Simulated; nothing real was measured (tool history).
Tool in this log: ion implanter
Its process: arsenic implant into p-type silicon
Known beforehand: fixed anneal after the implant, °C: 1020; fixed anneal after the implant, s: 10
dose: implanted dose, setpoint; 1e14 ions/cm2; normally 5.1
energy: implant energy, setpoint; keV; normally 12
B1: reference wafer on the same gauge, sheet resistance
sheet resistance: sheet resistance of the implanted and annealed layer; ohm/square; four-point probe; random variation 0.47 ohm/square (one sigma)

{"run": 1, "day": 0.0, "dose": 5.1, "energy": 12, "B1": 246.07, "sheet resistance": 238.27}
{"run": 2, "day": 0.454, "dose": 5.1, "energy": 12, "B1": 245.88, "sheet resistance": 239.63}
{"run": 3, "day": 0.767, "dose": 5.1, "energy": 12, "B1": 245.79, "sheet resistance": 239.58}
{"run": 4, "day": 1.438, "dose": 6.2, "energy": 12, "B1": 246.09, "sheet resistance": 211.68}
{"run": 5, "day": 1.829, "dose": 6.2, "energy": 12, "B1": 245.97, "sheet resistance": 210.92}
{"run": 6, "day": 2.221, "dose": 6.2, "energy": 12, "B1": 246.07, "sheet resistance": 211.33}
{"day": 2.629, "done": "gauge calibrated"}
{"run": 7, "day": 2.762, "dose": 5.1, "energy": 12, "B1": 246.13, "sheet resistance": 241.21}
{"day": 3.154, "done": "Faraday cup replaced and dose calibrated"}
{"run": 8, "day": 3.25, "dose": 5.1, "energy": 12, "B1": 246.1, "sheet resistance": 233.86}
{"run": 9, "day": 3.821, "dose": 5.1, "energy": 12, "B1": 246.24, "sheet resistance": 232.92}
{"run": 10, "day": 4.333, "dose": 6.5, "energy": 9.5, "B1": 245.95, "sheet resistance": 205.34}
{"run": 11, "day": 5.033, "dose": 4.56, "energy": 12, "B1": 246.05, "sheet resistance": 251.9}
{"run": 12, "day": 5.45, "dose": 6.2, "energy": 12, "B1": 245.9, "sheet resistance": 205.93}

Run 13 has not been measured yet. What should we expect?
{"run": 13, "day": 5.9, "dose": 5.1, "energy": 13.5, "B1": "?", "sheet resistance": "?"}

B1: 245.93
sheet resistance: 230.18 ohm/square
Had the tool carried no hidden state, the very same run would have given sheet resistance 229.11 ohm/square.
